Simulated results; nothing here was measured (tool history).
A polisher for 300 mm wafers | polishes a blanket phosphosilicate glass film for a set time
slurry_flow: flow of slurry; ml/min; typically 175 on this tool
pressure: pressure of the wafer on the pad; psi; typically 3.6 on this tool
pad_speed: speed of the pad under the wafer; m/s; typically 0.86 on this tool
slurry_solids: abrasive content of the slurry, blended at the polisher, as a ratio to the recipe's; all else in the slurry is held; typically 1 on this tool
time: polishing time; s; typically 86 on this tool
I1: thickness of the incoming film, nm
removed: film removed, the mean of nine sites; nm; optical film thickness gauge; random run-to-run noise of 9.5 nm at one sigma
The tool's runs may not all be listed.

{"run": 1, "day": 0.0, "slurry_flow": 175, "pressure": 3.6, "pad_speed": 0.86, "slurry_solids": 1, "time": 86, "I1": 3123.7, "removed": 689.1}
{"day": 0.483, "done": "worn pad replaced by a new one"}
{"run": 2, "day": 0.804, "slurry_flow": 130, "pressure": 2.8, "pad_speed": 0.58, "slurry_solids": 1, "time": 111, "I1": 3040.1, "removed": 558.1}
{"day": 1.1, "done": "slurry blender recalibrated"}
{"run": 3, "day": 1.454, "slurry_flow": 175, "pressure": 3.6, "pad_speed": 0.86, "slurry_solids": 1, "time": 72, "I1": 3064.4, "removed": 572.5}
{"day": 2.55, "done": "head pressure recalibrated"}
{"run": 4, "day": 2.85, "slurry_flow": 175, "pressure": 3.6, "pad_speed": 0.78, "slurry_solids": 1, "time": 86, "I1": 3113.2, "removed": 639.2}
{"run": 5, "day": 3.467, "slurry_flow": 175, "pressure": 3.6, "pad_speed": 0.86, "slurry_solids": 1.2, "time": 110, "I1": 3111.2, "removed": 884.8}
{"run": 6, "day": 4.392, "slurry_flow": 195, "pressure": 3.6, "pad_speed": 0.86, "slurry_solids": 1, "time": 86, "I1": 3067.8, "removed": 681.7}
{"day": 4.592, "done": "conditioning disc replaced and pad reconditioned"}
{"run": 7, "day": 5.392, "slurry_flow": 175, "pressure": 3.6, "pad_speed": 0.68, "slurry_solids": 1, "time": 86, "I1": 3080.8, "removed": 636.5}
{"run": 8, "day": 6.071, "slurry_flow": 175, "pressure": 3.6, "pad_speed": 1.06, "slurry_solids": 1, "time": 86, "I1": 3092.6, "removed": 785.2}
{"run": 9, "day": 7.138, "slurry_flow": 175, "pressure": 3.6, "pad_speed": 0.86, "slurry_solids": 1, "time": 86, "I1": 3058.2, "removed": 692.2}
{"day": 7.525, "done": "slurry nozzle cleaned"}
{"run": 10, "day": 7.967, "slurry_flow": 150, "pressure": 3.6, "pad_speed": 1.16, "slurry_solids": 1, "time": 77, "I1": 3091.6, "removed": 713.5}
{"run": 11, "day": 9.254, "slurry_flow": 230, "pressure": 3.6, "pad_speed": 0.7, "slurry_solids": 1.15, "time": 86, "I1": 3102, "removed": 651.3}
{"run": 12, "day": 10.429, "slurry_flow": 175, "pressure": 3.6, "pad_speed": 0.86, "slurry_solids": 1, "time": 86, "I1": 3135.5, "removed": 662.4}
{"day": 10.933, "done": "worn pad replaced by a new one"}
{"run": 13, "day": 10.954, "slurry_flow": 175, "pressure": 3.6, "pad_speed": 0.86, "slurry_solids": 1, "time": 86, "I1": 3124.7, "removed": 658.6}
{"run": 14, "day": 12.154, "slurry_flow": 125, "pressure": 3.6, "pad_speed": 0.86, "slurry_solids": 1, "time": 86, "I1": 3125.8, "removed": 625.4}
{"run": 15, "day": 12.792, "slurry_flow": 220, "pressure": 3.1, "pad_speed": 1.12, "slurry_solids": 1, "time": 113, "I1": 3089.1, "removed": 889.2}
{"day": 14.212, "done": "conditioning disc replaced and pad reconditioned"}
{"day": 16.338, "done": "slurry blender recalibrated"}
{"run": 16, "day": 17.062, "slurry_flow": 175, "pressure": 3.6, "pad_speed": 0.86, "slurry_solids": 1, "time": 86, "I1": 3103.6, "removed": 705.4}
{"run": 17, "day": 18.092, "slurry_flow": 175, "pressure": 3.6, "pad_speed": 0.86, "slurry_solids": 1, "time": 86, "I1": 3103.1, "removed": 687.2}
{"run": 18, "day": 18.933, "slurry_flow": 175, "pressure": 3.6, "pad_speed": 0.86, "slurry_solids": 1, "time": 86, "I1": 3065.2, "removed": 686.2}
{"day": 21.05, "done": "worn pad replaced by a new one"}
{"run": 19, "day": 22.717, "slurry_flow": 175, "pressure": 4.5, "pad_speed": 0.86, "slurry_solids": 1, "time": 65, "I1": 3079.8, "removed": 607.8}
{"day": 23.542, "done": "slurry nozzle cleaned"}
{"run": 20, "day": 24.033, "slurry_flow": 175, "pressure": 3.6, "pad_speed": 0.94, "slurry_solids": 1, "time": 115, "I1": 3072.1, "removed": 932.1}
{"day": 24.154, "done": "conditioning disc replaced and pad reconditioned"}
{"run": 21, "day": 24.646, "slurry_flow": 175, "pressure": 3.3, "pad_speed": 1.06, "slurry_solids": 1, "time": 86, "I1": 3122, "removed": 785.6}
{"run": 22, "day": 25.379, "slurry_flow": 130, "pressure": 2.8, "pad_speed": 0.58, "slurry_solids": 1, "time": 111, "I1": 3026.8, "removed": 591.4}
{"run": 23, "day": 26.333, "slurry_flow": 175, "pressure": 3.6, "pad_speed": 0.78, "slurry_solids": 1.3, "time": 104, "I1": 3097.6, "removed": 891}
{"run": 24, "day": 27.1, "slurry_flow": 205, "pressure": 3.6, "pad_speed": 0.86, "slurry_solids": 1, "time": 86, "I1": 3108.8, "removed": 687.1}

What if the next run were any one of these 5? Each begins from the tool's condition after run 24:
{"run": "A", "day": 27.121, "slurry_flow": 175, "pressure": 3.6, "pad_speed": 0.86, "slurry_solids": 1, "time": 86, "I1": 3068.5, "removed": "?"}
{"run": "B", "day": 27.121, "slurry_flow": 175, "pressure": 2.9, "pad_speed": 1, "slurry_solids": 0.85, "time": 86, "I1": 3068.5, "removed": "?"}
{"run": "C", "day": 27.121, "slurry_flow": 175, "pressure": 3.6, "pad_speed": 1.1, "slurry_solids": 1, "time": 86, "I1": 3068.5, "removed": "?"}
{"run": "D", "day": 27.121, "slurry_flow": 155, "pressure": 4.4, "pad_speed": 0.6, "slurry_solids": 1, "time": 113, "I1": 3068.5, "removed": "?"}
{"run": "E", "day": 27.121, "slurry_flow": 175, "pressure": 2.7, "pad_speed": 0.86, "slurry_solids": 1, "time": 67, "I1": 3068.5, "removed": "?"}

run=A removed=691.2
run=B removed=583.1
run=C removed=783.1
run=D removed=911.6
run=E removed=413.4
With the hidden condition removed and each run's random variation left untouched, the same runs would have given:
run=A removed=772.8
run=B removed=645.9
run=C removed=890.8
run=D removed=1016
run=E removed=451.6
